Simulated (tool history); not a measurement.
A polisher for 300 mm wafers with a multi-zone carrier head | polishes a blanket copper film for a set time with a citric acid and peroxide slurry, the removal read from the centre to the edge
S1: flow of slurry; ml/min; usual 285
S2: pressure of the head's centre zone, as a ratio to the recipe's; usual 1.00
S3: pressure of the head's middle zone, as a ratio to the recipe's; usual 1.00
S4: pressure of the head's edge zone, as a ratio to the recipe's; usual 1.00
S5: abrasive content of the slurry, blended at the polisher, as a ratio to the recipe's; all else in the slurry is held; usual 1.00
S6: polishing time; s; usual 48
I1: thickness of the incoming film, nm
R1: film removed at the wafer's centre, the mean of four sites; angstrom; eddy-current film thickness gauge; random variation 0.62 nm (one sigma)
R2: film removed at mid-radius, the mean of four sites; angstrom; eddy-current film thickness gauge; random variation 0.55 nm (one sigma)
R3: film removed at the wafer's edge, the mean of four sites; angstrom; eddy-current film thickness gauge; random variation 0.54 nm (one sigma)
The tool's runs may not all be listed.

run 1 hour=0.0 | S1=285 S2=1.00 S3=0.93 S4=1.00 S5=1.25 S6=48 | I1=935.6 | R1=921 R2=841 R3=890
-- hour=19.3 worn pad replaced by a new one
run 2 hour=19.8 | S1=285 S2=1.00 S3=0.93 S4=1.00 S5=1.25 S6=48 | I1=948.3 | R1=969 R2=881 R3=939
run 3 hour=27.9 | S1=285 S2=1.00 S3=0.93 S4=1.00 S5=1.25 S6=48 | I1=936.3 | R1=959 R2=864 R3=936
run 4 hour=44.7 | S1=285 S2=1.00 S3=1.00 S4=1.00 S5=0.95 S6=48 | I1=946.3 | R1=888 R2=853 R3=841
-- hour=57.9 edge zone pressure recalibrated
run 5 hour=61.3 | S1=285 S2=1.00 S3=1.00 S4=1.00 S5=0.95 S6=48 | I1=959.2 | R1=867 R2=830 R3=843
run 6 hour=67.6 | S1=285 S2=1.00 S3=1.00 S4=1.00 S5=1.00 S6=40 | I1=960.4 | R1=731 R2=692 R3=689
-- hour=76.7 worn pad replaced by a new one
run 7 hour=78.0 | S1=285 S2=1.00 S3=1.00 S4=1.00 S5=1.00 S6=40 | I1=955.8 | R1=791 R2=740 R3=753
-- hour=85.4 carrier head's membrane replaced by a new one
-- hour=87.6 slurry nozzle cleaned
run 8 hour=95.5 | S1=250 S2=1.00 S3=1.00 S4=1.00 S5=1.00 S6=48 | I1=940.2 | R1=914 R2=859 R3=868
run 9 hour=109.6 | S1=285 S2=1.00 S3=1.00 S4=1.00 S5=1.00 S6=48 | I1=946.8 | R1=900 R2=858 R3=861
run 10 hour=117.1 | S1=285 S2=0.93 S3=1.00 S4=1.00 S5=1.00 S6=41 | I1=963.9 | R1=711 R2=717 R3=726
-- hour=127.3 centre zone pressure recalibrated
run 11 hour=132.3 | S1=285 S2=0.91 S3=1.00 S4=1.12 S5=1.00 S6=63 | I1=937.1 | R1=961 R2=1076 R3=1141
-- hour=139.5 worn pad replaced by a new one
run 12 hour=140.0 | S1=345 S2=1.00 S3=1.00 S4=1.00 S5=1.00 S6=48 | I1=955.3 | R1=881 R2=901 R3=899
run 13 hour=147.8 | S1=365 S2=1.10 S3=1.00 S4=0.91 S5=0.85 S6=48 | I1=951.9 | R1=924 R2=862 R3=827
run 14 hour=157.0 | S1=285 S2=0.93 S3=1.08 S4=1.00 S5=0.80 S6=61 | I1=951.0 | R1=957 R2=1112 R3=1032

The next listed run, before its measurement:
run 15 hour=166.2 | S1=285 S2=1.00 S3=1.00 S4=1.00 S5=1.00 S6=48 | I1=940.1 | R1=? R2=? R3=?

{"run 15": {"R1": 832, "R2": 861, "R3": 861}}
Without the tool's hidden state the same run would have given R1 871 angstrom, R2 906 angstrom, R3 906 angstrom.
